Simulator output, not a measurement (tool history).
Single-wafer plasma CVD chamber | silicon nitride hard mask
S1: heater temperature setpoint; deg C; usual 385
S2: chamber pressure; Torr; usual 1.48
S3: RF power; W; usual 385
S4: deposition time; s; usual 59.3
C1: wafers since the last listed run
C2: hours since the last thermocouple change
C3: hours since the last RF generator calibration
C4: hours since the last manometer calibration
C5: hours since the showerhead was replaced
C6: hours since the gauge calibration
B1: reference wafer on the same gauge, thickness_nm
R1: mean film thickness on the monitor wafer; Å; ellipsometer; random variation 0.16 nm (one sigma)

run,day,S1,S2,S3,S4,C1,C2,C3,C4,C5,C6,B1,R1
1,0,385,1.48,435,59.3,0,1151.4,2232.8,713,5232.1,203,61.297,810.75
2,0.829,385,1.48,385,59.3,252,1171.3,2252.7,732.9,5252,222.9,61.31,751.76
3,1.992,385,1.48,385,59.3,354,1199.2,2280.6,760.8,5279.9,250.8,61.3,752.64
4,5.421,385,1.48,385,50.1,1044,1281.5,2362.9,843.1,5362.2,333.1,61.319,632.74
5,6.454,385,1.48,385,50.1,314,1306.3,2387.7,867.9,5387,357.9,61.314,633.43
6,7.867,385,1.48,385,50.1,430,1340.2,2421.6,901.8,5420.9,391.8,61.288,630.07
# day 8.642: gauge calibrated
7,9.238,385,1.48,385,59.3,417,1373.1,2454.5,934.7,5453.8,14.3,61.32,745.93
8,10.267,385,1.48,385,59.3,313,1397.8,2479.2,959.4,5478.5,39,61.29,743.8
9,11.367,385,1.48,385,59.3,335,1424.2,2505.6,985.8,5504.9,65.4,61.333,742.66
# day 12.146: thermocouple changed; heater temperature recalibrated
# day 12.371: capacitance manometer re-zeroed and calibrated
10,12.7,385,1.72,385,59.3,237,13.3,2537.6,7.9,5536.9,97.4,61.301,810.76
11,13.512,385,1.32,455,59.3,247,32.8,2557.1,27.4,5556.4,116.9,61.319,804.7
12,14.696,385,1.48,385,59.3,360,61.2,2585.5,55.8,5584.8,145.3,61.311,764.94
# day 15.488: showerhead replaced
13,15.508,385,1.48,385,50.1,145,80.7,2605,75.3,0.5,164.8,61.307,648.65
14,16.912,385,1.22,350,50.3,427,114.4,2638.7,109,34.2,198.5,61.295,557.69
# day 17.821: RF generator calibrated
15,19.033,385,1.48,425,52.4,544,165.3,29.1,159.9,85.1,249.4,61.316,720.4
16,19.779,385,1.48,385,47.7,227,183.2,47,177.8,103,267.3,61.331,615.28
17,20.346,398,1.36,405,54.9,172,196.8,60.6,191.4,116.6,280.9,61.28,700.47

Forecast run 18:
18,21.771,385,1.22,350,50.3,434,231,94.8,225.6,150.8,315.1,?,?

B1: 61.294
R1: 555.74 Å
Without the tool's hidden state the same run would have given R1 557.04 Å.

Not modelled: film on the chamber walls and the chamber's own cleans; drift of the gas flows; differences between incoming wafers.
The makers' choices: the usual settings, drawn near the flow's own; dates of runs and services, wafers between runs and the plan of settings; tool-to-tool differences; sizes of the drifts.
